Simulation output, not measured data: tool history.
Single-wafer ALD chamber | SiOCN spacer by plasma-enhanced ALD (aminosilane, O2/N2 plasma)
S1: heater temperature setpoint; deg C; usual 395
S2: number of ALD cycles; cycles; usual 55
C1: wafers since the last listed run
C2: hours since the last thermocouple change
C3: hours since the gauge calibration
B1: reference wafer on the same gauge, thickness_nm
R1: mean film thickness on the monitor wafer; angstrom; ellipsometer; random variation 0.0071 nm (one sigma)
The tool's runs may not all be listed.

run,hour,S1,S2,C1,C2,C3,B1,R1
1,0.0,385,55,0,2415.1,368.7,2.899,34.32
2,42.9,385,55,251,2458.0,411.6,2.901,34.28
3,83.1,395,55,235,2498.2,451.8,2.900,34.17
4,134.0,395,60,297,2549.1,502.7,2.900,37.57
5,203.5,395,60,406,2618.6,572.2,2.900,37.46
6,247.4,395,60,257,2662.5,616.1,2.898,37.48
7,299.3,395,55,303,2714.4,668.0,2.900,34.26
8,352.0,395,55,308,2767.1,720.7,2.900,34.38
9,401.8,395,55,291,2816.9,770.5,2.900,34.40
# hour 464.2: thermocouple changed; heater temperature recalibrated
10,464.7,395,55,321,0.5,833.4,2.899,34.29
11,502.5,384,59,221,38.3,871.2,2.901,36.82
12,572.7,382,50,410,108.5,941.4,2.898,31.21
13,665.1,404,55,540,200.9,1033.8,2.899,34.11
14,707.0,395,55,245,242.8,1075.7,2.900,34.33
# hour 732.8: gauge calibrated
15,764.7,385,55,337,300.5,31.9,2.900,34.28
16,814.1,404,65,289,349.9,81.3,2.901,40.09
17,879.0,380,60,379,414.8,146.2,2.899,37.44
18,947.2,405,52,399,483.0,214.4,2.900,32.09

Hidden state at the last listed run before each entry between runs and at the first one after, where it differs:
Between runs 9 and 10: thermocouple changed; heater temperature recalibrated (hour 464.2)
  no hidden state differs between the two runs
Between runs 14 and 15: gauge calibrated (hour 732.8)
  no hidden state differs between the two runs
